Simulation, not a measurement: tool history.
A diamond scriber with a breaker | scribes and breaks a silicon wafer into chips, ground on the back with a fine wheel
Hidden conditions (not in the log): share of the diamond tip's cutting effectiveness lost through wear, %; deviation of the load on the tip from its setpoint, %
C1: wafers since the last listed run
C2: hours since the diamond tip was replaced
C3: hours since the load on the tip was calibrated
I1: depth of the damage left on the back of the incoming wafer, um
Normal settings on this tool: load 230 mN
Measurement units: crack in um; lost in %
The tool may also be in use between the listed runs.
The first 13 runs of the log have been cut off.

{"run": 14, "day": 14.025, "load": 261, "C1": 64, "C2": 71.7, "C3": 385, "I1": 2.92, "crack": 10.94, "lost": 2.88}
{"run": 15, "day": 15.396, "load": 230, "C1": 83, "C2": 104.6, "C3": 417.9, "I1": 2.91, "crack": 10.36, "lost": 2.99}
{"run": 16, "day": 16.179, "load": 230, "C1": 47, "C2": 123.4, "C3": 436.7, "I1": 2.98, "crack": 10.37, "lost": 3.37}
{"run": 17, "day": 16.867, "load": 207, "C1": 42, "C2": 139.9, "C3": 453.2, "I1": 1.91, "crack": 9.93, "lost": 2.76}
{"run": 18, "day": 17.683, "load": 230, "C1": 49, "C2": 159.5, "C3": 472.8, "I1": 1.62, "crack": 10.04, "lost": 1.7}
{"run": 19, "day": 18.488, "load": 275, "C1": 49, "C2": 178.8, "C3": 492.1, "I1": 2.77, "crack": 11.19, "lost": 2.6}
{"run": 20, "day": 19.342, "load": 230, "C1": 52, "C2": 199.3, "C3": 512.6, "I1": 1.72, "crack": 10.16, "lost": 1.61}
{"run": 21, "day": 20.717, "load": 230, "C1": 84, "C2": 232.3, "C3": 545.6, "I1": 1.63, "crack": 10.05, "lost": 1.64}
{"run": 22, "day": 21.692, "load": 192, "C1": 59, "C2": 255.7, "C3": 569, "I1": 2.41, "crack": 9.15, "lost": 5.33}
{"day": 22.317, "done": "load on the tip recalibrated"}
{"run": 23, "day": 23.183, "load": 268, "C1": 86, "C2": 291.5, "C3": 20.8, "I1": 2.92, "crack": 11.64, "lost": 3.55}
{"run": 24, "day": 24.258, "load": 283, "C1": 65, "C2": 317.3, "C3": 46.6, "I1": 1.79, "crack": 11.59, "lost": 3.36}
{"run": 25, "day": 25.754, "load": 188, "C1": 91, "C2": 353.2, "C3": 82.5, "I1": 1.66, "crack": 9.82, "lost": 2.99}
{"run": 26, "day": 26.279, "load": 203, "C1": 32, "C2": 365.8, "C3": 95.1, "I1": 2.04, "crack": 9.76, "lost": 2.52}
{"run": 27, "day": 27.317, "load": 189, "C1": 63, "C2": 390.7, "C3": 120, "I1": 2.25, "crack": 9.68, "lost": 3.3}
{"run": 28, "day": 27.875, "load": 280, "C1": 34, "C2": 404.1, "C3": 133.4, "I1": 2.68, "crack": 11.63, "lost": 3.57}
{"day": 28.117, "done": "diamond tip replaced by a new one"}
{"run": 29, "day": 32.05, "load": 265, "C1": 250, "C2": 94.4, "C3": 233.6, "I1": 1.61, "crack": 11.36, "lost": 2.14}
{"run": 30, "day": 32.65, "load": 230, "C1": 36, "C2": 108.8, "C3": 248, "I1": 2.47, "crack": 10.43, "lost": 2.24}
{"run": 31, "day": 35.196, "load": 251, "C1": 155, "C2": 169.9, "C3": 309.1, "I1": 2.15, "crack": 10.77, "lost": 1.76}
{"run": 32, "day": 36.233, "load": 204, "C1": 63, "C2": 194.8, "C3": 334, "I1": 2.92, "crack": 9.89, "lost": 4.25}

Predict each of these 5 candidate next runs independently; none follows another, all start after run 32:
{"run": "A", "day": 36.262, "load": 176, "C1": 1, "C2": 195.5, "C3": 334.7, "I1": 2.6, "crack": "?", "lost": "?"}
{"run": "B", "day": 36.262, "load": 164, "C1": 1, "C2": 195.5, "C3": 334.7, "I1": 2.6, "crack": "?", "lost": "?"}
{"run": "C", "day": 36.262, "load": 212, "C1": 1, "C2": 195.5, "C3": 334.7, "I1": 2.6, "crack": "?", "lost": "?"}
{"run": "D", "day": 36.262, "load": 175, "C1": 1, "C2": 195.5, "C3": 334.7, "I1": 2.6, "crack": "?", "lost": "?"}
{"run": "E", "day": 36.262, "load": 194, "C1": 1, "C2": 195.5, "C3": 334.7, "I1": 2.6, "crack": "?", "lost": "?"}

run=A crack=9.14 lost=6.11
run=B crack=8.84 lost=7.79
run=C crack=9.99 lost=3.02
run=D crack=9.11 lost=6.23
run=E crack=9.57 lost=4.22
Without the tool's hidden state the same runs would have given:
run=A crack=9.31 lost=5.24
run=B crack=9.02 lost=6.76
run=C crack=10.18 lost=2.65
run=D crack=9.29 lost=5.36
run=E crack=9.75 lost=3.61
